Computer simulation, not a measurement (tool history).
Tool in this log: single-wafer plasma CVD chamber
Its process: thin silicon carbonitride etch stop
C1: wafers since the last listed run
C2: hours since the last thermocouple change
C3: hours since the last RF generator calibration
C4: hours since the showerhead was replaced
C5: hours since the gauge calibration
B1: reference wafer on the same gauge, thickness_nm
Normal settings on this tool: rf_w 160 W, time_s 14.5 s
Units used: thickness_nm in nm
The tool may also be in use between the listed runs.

Run 1, hour 0: usual settings but rf_w 140 W; C1 0; C2 1671.9; C3 1025.4; C4 4335.8; C5 255.9; B1 6.205. Result: thickness_nm 6.651 nm.
Run 2, hour 26.7: usual settings but time_s 15.3 s; C1 497; C2 1698.6; C3 1052.1; C4 4362.5; C5 282.6; B1 6.212. Result: thickness_nm 7.313 nm.
Run 3, hour 55.1: usual settings but time_s 15.3 s; C1 529; C2 1727; C3 1080.5; C4 4390.9; C5 311; B1 6.227. Result: thickness_nm 7.267 nm.
Run 4, hour 89.1: usual settings; C1 633; C2 1761; C3 1114.5; C4 4424.9; C5 345; B1 6.222. Result: thickness_nm 6.941 nm.
Run 5, hour 118.9: usual settings; C1 555; C2 1790.8; C3 1144.3; C4 4454.7; C5 374.8; B1 6.236. Result: thickness_nm 6.868 nm.
Run 6, hour 146.5: usual settings but time_s 16.4 s; C1 514; C2 1818.4; C3 1171.9; C4 4482.3; C5 402.4; B1 6.242. Result: thickness_nm 7.849 nm.
Run 7, hour 160.8: usual settings but time_s 13.4 s; C1 266; C2 1832.7; C3 1186.2; C4 4496.6; C5 416.7; B1 6.248. Result: thickness_nm 6.415 nm.
Run 8, hour 193.9: usual settings but time_s 13.4 s; C1 616; C2 1865.8; C3 1219.3; C4 4529.7; C5 449.8; B1 6.262. Result: thickness_nm 6.438 nm.
Run 9, hour 206.2: usual settings but rf_w 175 W; C1 229; C2 1878.1; C3 1231.6; C4 4542; C5 462.1; B1 6.263. Result: thickness_nm 7.06 nm.
Run 10, hour 232.6: usual settings but rf_w 170 W; C1 491; C2 1904.5; C3 1258; C4 4568.4; C5 488.5; B1 6.256. Result: thickness_nm 7.09 nm.
Run 11, hour 266: usual settings but rf_w 170 W; C1 622; C2 1937.9; C3 1291.4; C4 4601.8; C5 521.9; B1 6.283. Result: thickness_nm 7.071 nm.
Run 12, hour 279.5: usual settings; C1 251; C2 1951.4; C3 1304.9; C4 4615.3; C5 535.4; B1 6.276. Result: thickness_nm 6.907 nm.
Run 13, hour 294.7: usual settings; C1 283; C2 1966.6; C3 1320.1; C4 4630.5; C5 550.6; B1 6.278. Result: thickness_nm 7.022 nm.
Run 14, hour 310.1: usual settings; C1 286; C2 1982; C3 1335.5; C4 4645.9; C5 566; B1 6.293. Result: thickness_nm 6.955 nm.
At hour 394: RF generator calibrated.
Run 15, hour 394.5: usual settings; C1 1423; C2 2066.4; C3 0.5; C4 4730.3; C5 650.4; B1 6.3. Result: thickness_nm 7.07 nm.
At hour 399: gauge calibrated.
Run 16, hour 407.8: usual settings; C1 247; C2 2079.7; C3 13.8; C4 4743.6; C5 8.8; B1 6.155. Result: thickness_nm 6.81 nm.
Run 17, hour 422.2: usual settings; C1 268; C2 2094.1; C3 28.2; C4 4758; C5 23.2; B1 6.156. Result: thickness_nm 6.809 nm.
Run 18, hour 457.5: usual settings but rf_w 140 W, time_s 16.2 s; C1 657; C2 2129.4; C3 63.5; C4 4793.3; C5 58.5; B1 6.179. Result: thickness_nm 7.453 nm.
Run 19, hour 492.1: usual settings but time_s 16.1 s; C1 644; C2 2164; C3 98.1; C4 4827.9; C5 93.1; B1 6.179. Result: thickness_nm 7.592 nm.
Run 20, hour 512.3: usual settings but rf_w 140 W, time_s 15.3 s; C1 376; C2 2184.2; C3 118.3; C4 4848.1; C5 113.3; B1 6.18. Result: thickness_nm 7.027 nm.
Run 21, hour 534.5: usual settings but rf_w 145 W, time_s 12.4 s; C1 413; C2 2206.4; C3 140.5; C4 4870.3; C5 135.5; B1 6.188. Result: thickness_nm 5.766 nm.
At hour 545.5: thermocouple changed; heater temperature recalibrated.
Run 22, hour 556.5: usual settings but rf_w 190 W, time_s 15.8 s; C1 260; C2 11; C3 162.5; C4 4892.3; C5 157.5; B1 6.193. Result: thickness_nm 7.826 nm.
Run 23, hour 592: usual settings but rf_w 185 W, time_s 12.1 s; C1 661; C2 46.5; C3 198; C4 4927.8; C5 193; B1 6.209. Result: thickness_nm 5.946 nm.
At hour 601.4: showerhead replaced.
Run 24, hour 621.3: usual settings but rf_w 135 W; C1 396; C2 75.8; C3 227.3; C4 19.9; C5 222.3; B1 6.205. Result: thickness_nm 6.617 nm.
Run 25, hour 639: usual settings but time_s 15.9 s; C1 329; C2 93.5; C3 245; C4 37.6; C5 240; B1 6.222. Result: thickness_nm 7.513 nm.
Run 26, hour 668.9: usual settings but rf_w 170 W, time_s 17 s; C1 557; C2 123.4; C3 274.9; C4 67.5; C5 269.9; B1 6.227. Result: thickness_nm 8.221 nm.
Run 27, hour 698.1: usual settings; C1 543; C2 152.6; C3 304.1; C4 96.7; C5 299.1; B1 6.234. Result: thickness_nm 6.951 nm.
Run 28, hour 731: usual settings but time_s 15.3 s; C1 612; C2 185.5; C3 337; C4 129.6; C5 332; B1 6.231. Result: thickness_nm 7.341 nm.
Run 29, hour 760.2: usual settings but rf_w 180 W, time_s 16.9 s; C1 543; C2 214.7; C3 366.2; C4 158.8; C5 361.2; B1 6.25. Result: thickness_nm 8.334 nm.
Run 30, hour 778.2: usual settings; C1 335; C2 232.7; C3 384.2; C4 176.8; C5 379.2; B1 6.244. Result: thickness_nm 6.981 nm.
Run 31, hour 804.2: usual settings but rf_w 145 W, time_s 15.4 s; C1 484; C2 258.7; C3 410.2; C4 202.8; C5 405.2; B1 6.256. Result: thickness_nm 7.25 nm.
Run 32, hour 817.5: usual settings but rf_w 135 W, time_s 11.9 s; C1 247; C2 272; C3 423.5; C4 216.1; C5 418.5; B1 6.258. Result: thickness_nm 5.452 nm.
Run 33, hour 853.2: usual settings but rf_w 175 W, time_s 13 s; C1 665; C2 307.7; C3 459.2; C4 251.8; C5 454.2; B1 6.271. Result: thickness_nm 6.377 nm.
Run 34, hour 882.2: usual settings but rf_w 140 W, time_s 17.2 s; C1 540; C2 336.7; C3 488.2; C4 280.8; C5 483.2; B1 6.268. Result: thickness_nm 8.083 nm.
Run 35, hour 898: usual settings but rf_w 170 W, time_s 17 s; C1 294; C2 352.5; C3 504; C4 296.6; C5 499; B1 6.284. Result: thickness_nm 8.321 nm.
Run 36, hour 922: usual settings but rf_w 135 W, time_s 11.7 s; C1 447; C2 376.5; C3 528; C4 320.6; C5 523; B1 6.287. Result: thickness_nm 5.386 nm.
Run 37, hour 944.1: usual settings but rf_w 190 W, time_s 13 s; C1 411; C2 398.6; C3 550.1; C4 342.7; C5 545.1; B1 6.289. Result: thickness_nm 6.462 nm.

How the hidden state differs across the entries between the runs, from the last listed run before each to the first after it:
From run 14 to run 15: RF generator calibrated (hour 394)
  gauge reads high (%): 1.98 -> 2.32
  measured less the result without the state, thickness_nm: +0.136 -> +0.16 nm
From run 15 to run 16: gauge calibrated (hour 399)
  gauge reads high (%): 2.32 -> -0.0258
  measured less the result without the state, thickness_nm: +0.16 -> -0.002 nm
From run 21 to run 22: thermocouple changed; heater temperature recalibrated (hour 545.5)
  gauge reads high (%): 0.481 -> 0.569
  measured less the result without the state, thickness_nm: +0.027 -> +0.045 nm
From run 23 to run 24: showerhead replaced (hour 601.4)
  gauge reads high (%): 0.711 -> 0.828
  measured less the result without the state, thickness_nm: +0.042 -> +0.054 nm

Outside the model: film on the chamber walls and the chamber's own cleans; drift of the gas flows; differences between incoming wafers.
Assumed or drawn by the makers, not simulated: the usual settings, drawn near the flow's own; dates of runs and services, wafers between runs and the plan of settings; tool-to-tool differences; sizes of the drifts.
